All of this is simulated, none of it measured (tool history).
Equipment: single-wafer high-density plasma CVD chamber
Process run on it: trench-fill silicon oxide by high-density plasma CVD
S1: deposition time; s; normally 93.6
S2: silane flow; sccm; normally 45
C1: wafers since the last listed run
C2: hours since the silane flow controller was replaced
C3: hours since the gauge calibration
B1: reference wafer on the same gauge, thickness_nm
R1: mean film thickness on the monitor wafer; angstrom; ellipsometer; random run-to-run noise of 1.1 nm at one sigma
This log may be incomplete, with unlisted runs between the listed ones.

Run 1, hour 0.0: usual settings; C1 0; C2 3456.0; C3 1406.0; B1 466.119. Result: R1 4386.40 angstrom.
Run 2, hour 67.7: usual settings; C1 752; C2 3523.7; C3 1473.7; B1 465.912. Result: R1 4375.57 angstrom.
Run 3, hour 116.7: usual settings; C1 544; C2 3572.7; C3 1522.7; B1 466.159. Result: R1 4373.26 angstrom.
Run 4, hour 179.1: usual settings; C1 693; C2 3635.1; C3 1585.1; B1 466.140. Result: R1 4391.32 angstrom.
Run 5, hour 250.5: usual settings; C1 793; C2 3706.5; C3 1656.5; B1 466.071. Result: R1 4376.50 angstrom.
Run 6, hour 299.8: usual settings; C1 547; C2 3755.8; C3 1705.8; B1 465.985. Result: R1 4369.29 angstrom.
Run 7, hour 351.6: usual settings; C1 575; C2 3807.6; C3 1757.6; B1 466.023. Result: R1 4366.91 angstrom.
Run 8, hour 445.6: usual settings but S1 107.6 s, S2 48 sccm; C1 1044; C2 3901.6; C3 1851.6; B1 466.005. Result: R1 5301.87 angstrom.
Run 9, hour 528.3: usual settings but S1 107.6 s, S2 48 sccm; C1 919; C2 3984.3; C3 1934.3; B1 466.082. Result: R1 5303.42 angstrom.
Run 10, hour 595.4: usual settings but S1 107.6 s, S2 48 sccm; C1 745; C2 4051.4; C3 2001.4; B1 465.964. Result: R1 5300.37 angstrom.
Run 11, hour 645.5: usual settings but S1 88.1 s; C1 556; C2 4101.5; C3 2051.5; B1 466.027. Result: R1 4106.57 angstrom.
Run 12, hour 742.3: usual settings but S1 88.1 s; C1 1075; C2 4198.3; C3 2148.3; B1 465.967. Result: R1 4099.49 angstrom.
Run 13, hour 844.5: usual settings; C1 1135; C2 4300.5; C3 2250.5; B1 465.985. Result: R1 4368.91 angstrom.
Run 14, hour 897.4: usual settings; C1 587; C2 4353.4; C3 2303.4; B1 466.063. Result: R1 4342.28 angstrom.
Run 15, hour 1006.5: usual settings; C1 1212; C2 4462.5; C3 2412.5; B1 465.976. Result: R1 4337.18 angstrom.
Run 16, hour 1072.0: usual settings; C1 727; C2 4528.0; C3 2478.0; B1 466.018. Result: R1 4361.94 angstrom.
Run 17, hour 1115.0: usual settings; C1 477; C2 4571.0; C3 2521.0; B1 466.042. Result: R1 4335.85 angstrom.
At hour 1181.6: silane flow controller replaced.
Run 18, hour 1188.8: usual settings but S2 43 sccm; C1 731; C2 7.2; C3 2594.8; B1 465.949. Result: R1 4261.06 angstrom.
Run 19, hour 1241.7: usual settings but S2 43 sccm; C1 587; C2 60.1; C3 2647.7; B1 465.983. Result: R1 4257.77 angstrom.
Run 20, hour 1333.5: usual settings; C1 1020; C2 151.9; C3 2739.5; B1 466.079. Result: R1 4431.72 angstrom.
At hour 1335.4: gauge calibrated.
Run 21, hour 1406.6: usual settings; C1 812; C2 225.0; C3 71.2; B1 466.197. Result: R1 4442.16 angstrom.
Run 22, hour 1458.7: usual settings; C1 578; C2 277.1; C3 123.3; B1 466.065. Result: R1 4428.41 angstrom.
Run 23, hour 1520.0: usual settings but S1 85.8 s, S2 49 sccm; C1 681; C2 338.4; C3 184.6; B1 466.070. Result: R1 4364.16 angstrom.
Run 24, hour 1625.3: usual settings; C1 1170; C2 443.7; C3 289.9; B1 465.995. Result: R1 4406.43 angstrom.
Run 25, hour 1661.7: usual settings but S1 104.7 s, S2 41 sccm; C1 404; C2 480.1; C3 326.3; B1 466.051. Result: R1 4568.42 angstrom.
Run 26, hour 1708.4: usual settings but S1 107.3 s, S2 40 sccm; C1 518; C2 526.8; C3 373.0; B1 466.100. Result: R1 4598.23 angstrom.
Run 27, hour 1780.0: usual settings but S1 99.7 s, S2 50 sccm; C1 795; C2 598.4; C3 444.6; B1 465.979. Result: R1 5150.61 angstrom.
Run 28, hour 1884.8: usual settings but S1 106.2 s, S2 40 sccm; C1 1164; C2 703.2; C3 549.4; B1 465.991. Result: R1 4569.32 angstrom.
Run 29, hour 1926.8: usual settings but S1 77.4 s, S2 42 sccm; C1 466; C2 745.2; C3 591.4; B1 465.969. Result: R1 3448.70 angstrom.
Run 30, hour 2028.5: usual settings but S2 42 sccm; C1 1130; C2 846.9; C3 693.1; B1 465.808. Result: R1 4182.39 angstrom.
Run 31, hour 2072.6: usual settings; C1 490; C2 891.0; C3 737.2; B1 466.060. Result: R1 4439.74 angstrom.
Run 32, hour 2145.7: usual settings; C1 812; C2 964.1; C3 810.3; B1 466.054. Result: R1 4417.00 angstrom.
Run 33, hour 2224.5: usual settings but S1 110.2 s; C1 875; C2 1042.9; C3 889.1; B1 465.864. Result: R1 5219.55 angstrom.
Run 34, hour 2279.2: usual settings but S2 39 sccm; C1 607; C2 1097.6; C3 943.8; B1 465.821. Result: R1 3939.31 angstrom.
Run 35, hour 2359.3: usual settings; C1 890; C2 1177.7; C3 1023.9; B1 465.838. Result: R1 4435.29 angstrom.
Run 36, hour 2397.6: usual settings but S1 82.7 s, S2 40 sccm; C1 425; C2 1216.0; C3 1062.2; B1 465.956. Result: R1 3537.75 angstrom.
Run 37, hour 2470.2: usual settings but S1 84.3 s, S2 38 sccm; C1 806; C2 1288.6; C3 1134.8; B1 465.816. Result: R1 3467.68 angstrom.
Run 38, hour 2542.8: usual settings but S1 77.4 s, S2 53 sccm; C1 806; C2 1361.2; C3 1207.4; B1 466.107. Result: R1 4176.26 angstrom.
Run 39, hour 2648.0: usual settings but S1 79.9 s, S2 50 sccm; C1 1169; C2 1466.4; C3 1312.6; B1 466.112. Result: R1 4112.24 angstrom.
Run 40, hour 2752.0: usual settings but S1 77.2 s, S2 49 sccm; C1 1155; C2 1570.4; C3 1416.6; B1 465.935. Result: R1 3895.49 angstrom.
Run 41, hour 3024.4: usual settings; C1 3027; C2 1842.8; C3 1689.0; B1 465.881. Result: R1 4410.09 angstrom.
Run 42, hour 3118.2: usual settings; C1 1042; C2 1936.6; C3 1782.8; B1 466.012. Result: R1 4408.50 angstrom.

Measured less the same run without the tool's hidden state. The same run-to-run variation is in both; the gauge's scatter may not be:
Hidden state at play: delivered silane flow above the setpoint (%); gauge reads high (%).
run      R1
  1  -52.05
  2  -52.99
  3  -53.74
  4  -54.96
  5  -55.90
  6  -56.60
  7  -57.40
  8  -71.50
  9  -73.11
 10  -74.36
 11  -58.37
 12  -59.71
 13  -65.26
 14  -65.70
 15  -67.37
 16  -68.79
 17  -69.06
 18   +8.24
 19   +7.43
 20   +6.31
 21   +5.17
 22   +4.33
 23   +3.33
 24   +1.72
 25   +1.19
 26   +0.44
 27   -0.82
 28   -2.43
 29   -2.34
 30   -4.35
 31   -5.31
 32   -6.44
 33   -9.06
 34   -7.61
 35   -9.83
 36   -8.33
 37   -9.05
 38  -11.99
 39  -13.35
 40  -14.09
 41  -20.24
 42  -21.72

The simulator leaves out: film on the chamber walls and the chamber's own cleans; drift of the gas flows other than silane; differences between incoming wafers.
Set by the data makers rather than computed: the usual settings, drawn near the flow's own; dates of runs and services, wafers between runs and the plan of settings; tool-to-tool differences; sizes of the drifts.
